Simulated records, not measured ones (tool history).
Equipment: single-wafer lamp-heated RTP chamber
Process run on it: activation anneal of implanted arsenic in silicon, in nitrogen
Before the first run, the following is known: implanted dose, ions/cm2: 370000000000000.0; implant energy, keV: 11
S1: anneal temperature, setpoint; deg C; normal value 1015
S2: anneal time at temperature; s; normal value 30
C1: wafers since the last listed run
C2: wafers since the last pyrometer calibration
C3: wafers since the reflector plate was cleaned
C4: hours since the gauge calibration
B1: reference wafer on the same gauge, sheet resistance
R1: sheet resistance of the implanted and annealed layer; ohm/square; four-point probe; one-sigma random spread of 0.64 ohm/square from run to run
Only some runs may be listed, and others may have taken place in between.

run 1 hour=0.0 | S1=1015 S2=30 | C1=0 C2=7 C3=1765 C4=275.6 | B1=221.16 | R1=257.96
run 2 hour=11.8 | S1=1015 S2=30 | C1=167 C2=174 C3=1932 C4=287.4 | B1=221.05 | R1=258.64
run 3 hour=23.8 | S1=1015 S2=30 | C1=170 C2=345 C3=2103 C4=299.4 | B1=221.07 | R1=257.64
run 4 hour=38.6 | S1=1015 S2=30 | C1=210 C2=555 C3=2313 C4=314.2 | B1=221.04 | R1=257.10
run 5 hour=52.8 | S1=1015 S2=44 | C1=201 C2=756 C3=2514 C4=328.4 | B1=221.01 | R1=253.24
run 6 hour=68.7 | S1=1015 S2=30 | C1=225 C2=982 C3=2740 C4=344.3 | B1=221.05 | R1=257.76
run 7 hour=84.7 | S1=1015 S2=30 | C1=227 C2=1209 C3=2967 C4=360.3 | B1=220.90 | R1=257.75
-- hour=95.3 reflector plate cleaned
run 8 hour=95.8 | S1=1015 S2=30 | C1=44 C2=1253 C3=7 C4=371.4 | B1=220.90 | R1=256.96
run 9 hour=107.6 | S1=1015 S2=30 | C1=167 C2=1421 C3=174 C4=383.2 | B1=220.93 | R1=257.80
run 10 hour=120.4 | S1=1028 S2=30 | C1=181 C2=1602 C3=356 C4=396.0 | B1=221.09 | R1=253.53
run 11 hour=136.8 | S1=1028 S2=30 | C1=232 C2=1835 C3=589 C4=412.4 | B1=220.89 | R1=253.16
run 12 hour=151.0 | S1=1006 S2=30 | C1=201 C2=2037 C3=790 C4=426.6 | B1=221.02 | R1=258.75
run 13 hour=165.7 | S1=1006 S2=30 | C1=208 C2=2245 C3=999 C4=441.3 | B1=221.04 | R1=259.90
run 14 hour=176.2 | S1=1015 S2=30 | C1=149 C2=2394 C3=1148 C4=451.8 | B1=221.06 | R1=256.70
run 15 hour=188.0 | S1=999 S2=30 | C1=167 C2=2562 C3=1315 C4=463.6 | B1=221.20 | R1=260.34
-- hour=192.6 gauge calibrated
run 16 hour=204.0 | S1=999 S2=30 | C1=227 C2=2789 C3=1542 C4=11.4 | B1=220.78 | R1=260.78
run 17 hour=211.3 | S1=999 S2=30 | C1=103 C2=2893 C3=1646 C4=18.7 | B1=221.11 | R1=261.53
run 18 hour=227.1 | S1=1030 S2=30 | C1=224 C2=3117 C3=1870 C4=34.5 | B1=220.96 | R1=252.51
run 19 hour=279.5 | S1=1006 S2=37 | C1=743 C2=3861 C3=2614 C4=86.9 | B1=220.86 | R1=257.13
run 20 hour=295.7 | S1=1041 S2=41 | C1=229 C2=4091 C3=2844 C4=103.1 | B1=221.00 | R1=243.38
run 21 hour=306.8 | S1=1015 S2=30 | C1=157 C2=4248 C3=3001 C4=114.2 | B1=220.93 | R1=256.36
run 22 hour=313.3 | S1=1033 S2=43 | C1=92 C2=4340 C3=3094 C4=120.7 | B1=220.99 | R1=244.40
run 23 hour=324.1 | S1=1015 S2=30 | C1=153 C2=4494 C3=3247 C4=131.5 | B1=221.13 | R1=256.41
run 24 hour=335.9 | S1=1015 S2=36 | C1=167 C2=4661 C3=3415 C4=143.3 | B1=221.11 | R1=252.79
run 25 hour=345.7 | S1=996 S2=22 | C1=139 C2=4800 C3=3554 C4=153.1 | B1=220.89 | R1=263.57
-- hour=356.4 reflector plate cleaned
run 26 hour=362.6 | S1=1000 S2=18 | C1=126 C2=4927 C3=87 C4=170.0 | B1=220.86 | R1=264.21
-- hour=385.2 pyrometer window cleaned and pyrometer calibrated
run 27 hour=385.7 | S1=1015 S2=30 | C1=214 C2=7 C3=302 C4=193.1 | B1=221.08 | R1=257.34
run 28 hour=387.3 | S1=1015 S2=47 | C1=22 C2=29 C3=324 C4=194.7 | B1=220.96 | R1=252.28
run 29 hour=401.9 | S1=999 S2=24 | C1=207 C2=236 C3=532 C4=209.3 | B1=221.04 | R1=262.99
run 30 hour=419.2 | S1=1015 S2=21 | C1=245 C2=482 C3=777 C4=226.6 | B1=220.90 | R1=260.51
run 31 hour=429.1 | S1=989 S2=42 | C1=140 C2=623 C3=918 C4=236.5 | B1=221.11 | R1=259.85
run 32 hour=442.8 | S1=1015 S2=30 | C1=194 C2=817 C3=1112 C4=250.2 | B1=220.99 | R1=258.15
run 33 hour=448.9 | S1=987 S2=30 | C1=86 C2=904 C3=1199 C4=256.3 | B1=220.92 | R1=264.74
run 34 hour=460.9 | S1=1015 S2=30 | C1=170 C2=1074 C3=1369 C4=268.3 | B1=221.06 | R1=256.66
run 35 hour=468.7 | S1=1015 S2=30 | C1=110 C2=1185 C3=1480 C4=276.1 | B1=220.98 | R1=256.27
run 36 hour=482.6 | S1=999 S2=13 | C1=197 C2=1382 C3=1677 C4=290.0 | B1=220.96 | R1=267.38
run 37 hour=500.3 | S1=1042 S2=30 | C1=251 C2=1633 C3=1928 C4=307.7 | B1=221.12 | R1=248.80

Each row is a separate what-if for the run after 37, all from the same tool condition, not one after another. Results?
run A hour=500.7 | S1=992 S2=30 | C1=5 C2=1639 C3=1934 C4=308.1 | B1=? | R1=?
run B hour=500.7 | S1=1004 S2=30 | C1=5 C2=1639 C3=1934 C4=308.1 | B1=? | R1=?
run C hour=500.7 | S1=989 S2=18 | C1=5 C2=1639 C3=1934 C4=308.1 | B1=? | R1=?
run D hour=500.7 | S1=1007 S2=17 | C1=5 C2=1639 C3=1934 C4=308.1 | B1=? | R1=?

run=A B1=220.93 R1=262.40
run=B B1=220.93 R1=259.83
run=C B1=220.93 R1=267.00
run=D B1=220.93 R1=264.47
The same runs, with their run-to-run variation unchanged, on a tool lacking any hidden condition would have given:
run=A R1=263.50
run=B R1=261.14
run=C R1=267.81
run=D R1=265.51

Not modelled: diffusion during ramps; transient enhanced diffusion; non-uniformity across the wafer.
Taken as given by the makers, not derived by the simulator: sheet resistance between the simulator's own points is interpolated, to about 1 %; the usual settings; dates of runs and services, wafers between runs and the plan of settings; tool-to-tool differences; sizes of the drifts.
